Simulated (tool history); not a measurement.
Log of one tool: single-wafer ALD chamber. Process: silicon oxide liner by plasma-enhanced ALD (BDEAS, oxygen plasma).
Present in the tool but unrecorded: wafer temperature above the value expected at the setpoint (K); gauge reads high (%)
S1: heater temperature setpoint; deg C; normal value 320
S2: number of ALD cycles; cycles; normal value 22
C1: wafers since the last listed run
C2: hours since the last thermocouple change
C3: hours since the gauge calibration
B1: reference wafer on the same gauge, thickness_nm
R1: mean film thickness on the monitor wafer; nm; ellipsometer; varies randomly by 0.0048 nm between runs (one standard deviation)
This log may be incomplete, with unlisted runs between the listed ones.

run 1 day=0.000 | S1=332 S2=22 | C1=0 C2=2253.5 C3=135.8 | B1=2.119 | R1=1.884
run 2 day=0.621 | S1=320 S2=22 | C1=242 C2=2268.4 C3=150.7 | B1=2.120 | R1=1.921
run 3 day=1.179 | S1=320 S2=22 | C1=218 C2=2281.8 C3=164.1 | B1=2.117 | R1=1.924
run 4 day=1.529 | S1=320 S2=22 | C1=136 C2=2290.2 C3=172.5 | B1=2.119 | R1=1.919
run 5 day=2.271 | S1=320 S2=22 | C1=290 C2=2308.0 C3=190.3 | B1=2.116 | R1=1.921
run 6 day=2.542 | S1=320 S2=25 | C1=105 C2=2314.5 C3=196.8 | B1=2.116 | R1=2.186
run 7 day=3.229 | S1=320 S2=25 | C1=268 C2=2331.0 C3=213.3 | B1=2.114 | R1=2.185
run 8 day=3.538 | S1=320 S2=25 | C1=120 C2=2338.4 C3=220.7 | B1=2.114 | R1=2.180
run 9 day=4.112 | S1=325 S2=22 | C1=224 C2=2352.2 C3=234.5 | B1=2.113 | R1=1.901
run 10 day=4.558 | S1=325 S2=23 | C1=174 C2=2362.9 C3=245.2 | B1=2.112 | R1=1.998
run 11 day=5.875 | S1=320 S2=22 | C1=514 C2=2394.5 C3=276.8 | B1=2.109 | R1=1.925
run 12 day=6.462 | S1=320 S2=22 | C1=229 C2=2408.6 C3=290.9 | B1=2.108 | R1=1.917
run 13 day=6.771 | S1=320 S2=21 | C1=120 C2=2416.0 C3=298.3 | B1=2.105 | R1=1.834
run 14 day=7.154 | S1=320 S2=21 | C1=149 C2=2425.2 C3=307.5 | B1=2.106 | R1=1.828
run 15 day=7.842 | S1=320 S2=21 | C1=268 C2=2441.7 C3=324.0 | B1=2.104 | R1=1.830
run 16 day=8.104 | S1=308 S2=22 | C1=102 C2=2448.0 C3=330.3 | B1=2.104 | R1=1.944
run 17 day=8.708 | S1=308 S2=22 | C1=236 C2=2462.5 C3=344.8 | B1=2.102 | R1=1.941
run 18 day=9.275 | S1=330 S2=25 | C1=221 C2=2476.1 C3=358.4 | B1=2.100 | R1=2.131
run 19 day=10.017 | S1=316 S2=20 | C1=290 C2=2493.9 C3=376.2 | B1=2.098 | R1=1.743
run 20 day=10.325 | S1=309 S2=22 | C1=120 C2=2501.3 C3=383.6 | B1=2.096 | R1=1.943
run 21 day=10.642 | S1=311 S2=23 | C1=123 C2=2508.9 C3=391.2 | B1=2.097 | R1=2.028
run 22 day=11.354 | S1=312 S2=19 | C1=278 C2=2526.0 C3=408.3 | B1=2.095 | R1=1.663
run 23 day=11.675 | S1=313 S2=20 | C1=125 C2=2533.7 C3=416.0 | B1=2.093 | R1=1.743
run 24 day=12.412 | S1=308 S2=23 | C1=288 C2=2551.4 C3=433.7 | B1=2.089 | R1=2.021
-- day=12.517 gauge calibrated
run 25 day=12.729 | S1=307 S2=19 | C1=123 C2=2559.0 C3=5.1 | B1=2.121 | R1=1.699
-- day=13.283 thermocouple changed; heater temperature recalibrated
run 26 day=13.479 | S1=313 S2=25 | C1=162 C2=4.7 C3=23.1 | B1=2.122 | R1=2.219
run 27 day=13.825 | S1=331 S2=18 | C1=135 C2=13.0 C3=31.4 | B1=2.120 | R1=1.557
run 28 day=14.083 | S1=311 S2=23 | C1=101 C2=19.2 C3=37.6 | B1=2.121 | R1=2.040
run 29 day=14.796 | S1=328 S2=25 | C1=278 C2=36.3 C3=54.7 | B1=2.120 | R1=2.165
run 30 day=15.229 | S1=320 S2=22 | C1=169 C2=46.7 C3=65.1 | B1=2.121 | R1=1.922
run 31 day=15.633 | S1=324 S2=21 | C1=158 C2=56.4 C3=74.8 | B1=2.120 | R1=1.817
run 32 day=15.929 | S1=314 S2=25 | C1=115 C2=63.5 C3=81.9 | B1=2.121 | R1=2.216
run 33 day=16.550 | S1=320 S2=22 | C1=242 C2=78.4 C3=96.8 | B1=2.120 | R1=1.924
run 34 day=17.217 | S1=320 S2=22 | C1=260 C2=94.4 C3=112.8 | B1=2.121 | R1=1.926

Each run again, without the hidden state but with its own random variation kept:
run=1 R1=1.885
run=2 R1=1.923
run=3 R1=1.926
run=4 R1=1.921
run=5 R1=1.924
run=6 R1=2.190
run=7 R1=2.190
run=8 R1=2.186
run=9 R1=1.908
run=10 R1=2.006
run=11 R1=1.934
run=12 R1=1.928
run=13 R1=1.845
run=14 R1=1.840
run=15 R1=1.844
run=16 R1=1.959
run=17 R1=1.958
run=18 R1=2.151
run=19 R1=1.761
run=20 R1=1.964
run=21 R1=2.051
run=22 R1=1.684
run=23 R1=1.766
run=24 R1=2.051
run=25 R1=1.697
run=26 R1=2.218
run=27 R1=1.556
run=28 R1=2.038
run=29 R1=2.164
run=30 R1=1.922
run=31 R1=1.817
run=32 R1=2.216
run=33 R1=1.924
run=34 R1=1.926
